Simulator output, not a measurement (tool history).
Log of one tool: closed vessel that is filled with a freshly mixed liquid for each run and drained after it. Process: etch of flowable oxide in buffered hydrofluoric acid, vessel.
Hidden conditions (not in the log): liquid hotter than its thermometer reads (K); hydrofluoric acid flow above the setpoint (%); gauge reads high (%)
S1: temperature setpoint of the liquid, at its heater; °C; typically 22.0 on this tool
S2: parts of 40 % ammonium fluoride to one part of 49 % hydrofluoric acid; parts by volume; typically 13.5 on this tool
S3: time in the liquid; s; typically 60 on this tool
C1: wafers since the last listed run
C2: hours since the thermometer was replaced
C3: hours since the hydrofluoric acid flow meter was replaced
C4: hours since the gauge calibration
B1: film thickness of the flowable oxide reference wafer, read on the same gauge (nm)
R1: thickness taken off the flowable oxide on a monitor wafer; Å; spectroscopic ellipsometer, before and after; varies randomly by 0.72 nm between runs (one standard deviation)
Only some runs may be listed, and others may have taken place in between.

run,hour,S1,S2,S3,C1,C2,C3,C4,B1,R1
1,0.0,22.0,13.5,60,0,680.5,140.4,2218.2,140.01,1389.8
2,99.5,22.0,13.5,60,9041,780.0,239.9,2317.7,139.98,1387.9
3,137.9,22.0,13.5,70,3489,818.4,278.3,2356.1,139.99,1633.2
4,226.7,22.0,13.5,60,8069,907.2,367.1,2444.9,139.99,1387.0
5,267.0,22.0,13.5,60,3662,947.5,407.4,2485.2,140.02,1385.9
6,367.8,22.0,13.5,50,9159,1048.3,508.2,2586.0,139.97,1154.5
7,416.0,19.0,13.5,60,4379,1096.5,556.4,2634.2,140.02,1165.0
# hour 455.8: thermometer replaced
8,456.3,19.0,13.5,60,3571,0.5,596.7,2674.5,140.02,1171.7
9,547.3,24.0,13.5,60,8269,91.5,687.7,2765.5,139.98,1542.5
10,585.3,22.0,13.5,60,3453,129.5,725.7,2803.5,140.03,1379.9
# hour 593.9: hydrofluoric acid flow meter replaced
11,672.7,20.5,13.5,60,7851,216.9,78.8,2890.9,140.03,1279.8
12,775.2,18.0,16.0,90,9314,319.4,181.3,2993.4,139.99,1406.3
13,868.0,26.5,13.5,60,8432,412.2,274.1,3086.2,140.03,1770.0
14,914.2,22.0,13.5,60,4198,458.4,320.3,3132.4,140.01,1381.4
15,991.6,26.5,11.5,30,7033,535.8,397.7,3209.8,140.01,1038.8
16,1031.3,25.0,8.5,40,3607,575.5,437.4,3249.5,140.01,1675.8
17,1132.2,17.5,13.5,60,9168,676.4,538.3,3350.4,140.00,1080.7
18,1195.7,24.5,8.5,60,5770,739.9,601.8,3413.9,140.01,2428.8
19,1234.9,22.0,13.5,60,3562,779.1,641.0,3453.1,139.96,1400.4
# hour 1277.6: hydrofluoric acid flow meter replaced
20,1314.7,25.5,13.5,50,7160,858.9,37.1,3532.9,140.01,1397.0

Forecast run 21:
21,1422.3,17.5,16.5,60,9777,966.5,144.7,3640.5,?,?

B1: 140.00
R1: 875.9 Å
If the tool had no hidden condition, the same run with the same run-to-run variation would have returned R1 875.9 Å.
